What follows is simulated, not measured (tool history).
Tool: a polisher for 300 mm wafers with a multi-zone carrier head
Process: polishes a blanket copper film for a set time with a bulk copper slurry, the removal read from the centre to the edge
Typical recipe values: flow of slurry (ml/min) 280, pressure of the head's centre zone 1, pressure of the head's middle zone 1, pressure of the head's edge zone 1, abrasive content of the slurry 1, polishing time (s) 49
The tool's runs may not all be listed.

run,hour,flow of slurry (ml/min),pressure of the head's centre zone,pressure of the head's middle zone,pressure of the head's edge zone,abrasive content of the slurry,polishing time (s),wafers since the last listed run,wafers polished on this pad,hours since the slurry nozzle was cleaned,hours since the centre zone pressure was calibrated,hours since the edge zone pressure was calibrated,hours since the carrier head's membrane was replaced,"incoming thickness of the incoming film, nm",film removed at the wafer's centre (nm),film removed at mid-radius (nm),film removed at the wafer's edge (nm)
1,0,280,1,1,1,1,49,0,935,184.9,408.6,554.4,1569.4,2947.8,243.8,257.2,249.8
# hour 3.7: worn pad replaced by a new one
2,8.1,210,1,1,1,1,49,59,59,193,416.7,562.5,1577.5,2913.5,268.8,268.6,271.9
3,14.5,210,1,1,1,1,49,87,146,199.4,423.1,568.9,1583.9,2911.8,265.9,277.1,270.3
4,30.1,210,1,1,1,1,49,212,358,215,438.7,584.5,1599.5,2939.6,262.1,263.1,264.7
5,37.7,280,1,1,1,1,49,103,462,222.6,446.3,592.1,1607.1,2932.6,263.9,274.9,269.2
6,43.9,280,1,1,1,1,49,84,546,228.8,452.5,598.3,1613.3,2879.3,256.5,270.9,266.1
# hour 55.6: slurry nozzle cleaned
7,61.1,280,1,1,1,1,49,220,766,5.5,469.7,615.5,1630.5,2925.5,256.1,260.6,255.9
8,78.9,280,1,1,1,1,54,242,1008,23.3,487.5,633.3,1648.3,2954.3,270.1,269.9,266
# hour 86.8: worn pad replaced by a new one
# hour 88: edge zone pressure recalibrated
9,95.7,280,1,1,1,1,49,157,105,40.1,504.3,7.7,1665.1,2968.4,272.6,283.3,277
10,102,280,1,1,1.07,1,49,85,190,46.4,510.6,14,1671.4,2887.5,269.4,281.9,288
# hour 107.3: centre zone pressure recalibrated
# hour 111.4: carrier head's membrane replaced by a new one
11,111.9,280,1.03,0.97,1,1,44,52,242,56.3,4.6,23.9,0.5,2927.1,246.4,239.5,244.2
12,125.9,280,1,0.92,1,1.2,35,190,433,70.3,18.6,37.9,14.5,2942.3,201.5,200,204.5
13,137.1,235,0.9,1,1,1,49,152,585,81.5,29.8,49.1,25.7,2887.8,234.6,262.3,261.5
14,150.2,195,0.94,0.95,1,1,62,178,763,94.6,42.9,62.2,38.8,2955.4,292.1,307.2,315.4
15,162.9,280,1,1,0.88,1,56,172,936,107.3,55.6,74.9,51.5,2930.5,274.7,289.1,262.8
# hour 171.2: worn pad replaced by a new one
16,173,250,1.04,0.93,1,1,40,82,24,117.4,65.7,85,61.6,2878.7,231.9,215.2,222.9

5 ways to go on from here, each from the tool as it stands after run 16. What would each give?
A,173.4,280,1,1,1,1,49,5,30,117.8,66.1,85.4,62,2874.5,?,?,?
B,173.4,280,0.92,1.1,0.93,1,49,5,30,117.8,66.1,85.4,62,2874.5,?,?,?
C,173.4,280,1.11,0.92,0.89,0.8,49,5,30,117.8,66.1,85.4,62,2874.5,?,?,?
D,173.4,280,1,1,0.91,1,34,5,30,117.8,66.1,85.4,62,2874.5,?,?,?
E,173.4,280,1,0.96,1,1,49,5,30,117.8,66.1,85.4,62,2874.5,?,?,?

run,film removed at the wafer's centre (nm),film removed at mid-radius (nm),film removed at the wafer's edge (nm)
A,275.1,280.3,278.7
B,255.8,299.9,268.9
C,276.6,242.7,242.1
D,190.9,194.6,184.9
E,275,272.6,278.8
The same runs, with their run-to-run variation unchanged, on a tool lacking any hidden condition would have given:
run,film removed at the wafer's centre (nm),film removed at mid-radius (nm),film removed at the wafer's edge (nm)
A,276.4,281.6,280
B,257,301.2,270.2
C,277.9,243.9,243.2
D,191.8,195.5,185.8
E,276.3,273.9,280.1
